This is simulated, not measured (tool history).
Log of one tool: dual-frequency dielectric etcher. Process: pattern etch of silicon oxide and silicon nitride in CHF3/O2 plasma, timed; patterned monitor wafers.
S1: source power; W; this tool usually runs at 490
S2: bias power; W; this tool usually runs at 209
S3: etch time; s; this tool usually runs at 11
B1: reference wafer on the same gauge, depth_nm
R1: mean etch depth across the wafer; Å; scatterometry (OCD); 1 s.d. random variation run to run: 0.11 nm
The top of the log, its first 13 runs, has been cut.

run     day   S1   S2    S3     B1     R1
 14   5.138  440  254  13.5  16.69  190.5
 15   5.821  610  161    14  16.72  201.5
 16   6.338  380  209  13.5   16.7    166
 17   6.712  490  209    11  16.67  155.3
      7.946  -- bias power generator calibrated
 18   8.038  380  259     9  16.68  117.8
 19   8.575  490  165     9  16.67  117.7
 20   9.117  490  209    11   16.7  150.3
     10.279  -- wet clean of the chamber
 21    10.3  550  209    11   16.7  169.7
 22  10.312  460  209    11   16.7  153.3
 23  12.008  490  232    14  16.72  207.6
 24  12.408  490  241  13.5   16.7  202.4
 25  12.942  490  233    11  16.69  163.9
 26    13.4  610  177    10  16.67  151.4
 27  13.829  490  209    11   16.7  157.7
 28  14.283  590  209    11  16.75  170.7
 29  14.983  420  209    11  16.68  146.4

What will run 30 give?
 30  15.621  380  209   8   ?   ?

For run 30 the tool returned B1 16.7, R1 101.6 Å.
If the tool had no hidden condition, the same run with the same run-to-run variation would have returned R1 102.3 Å.
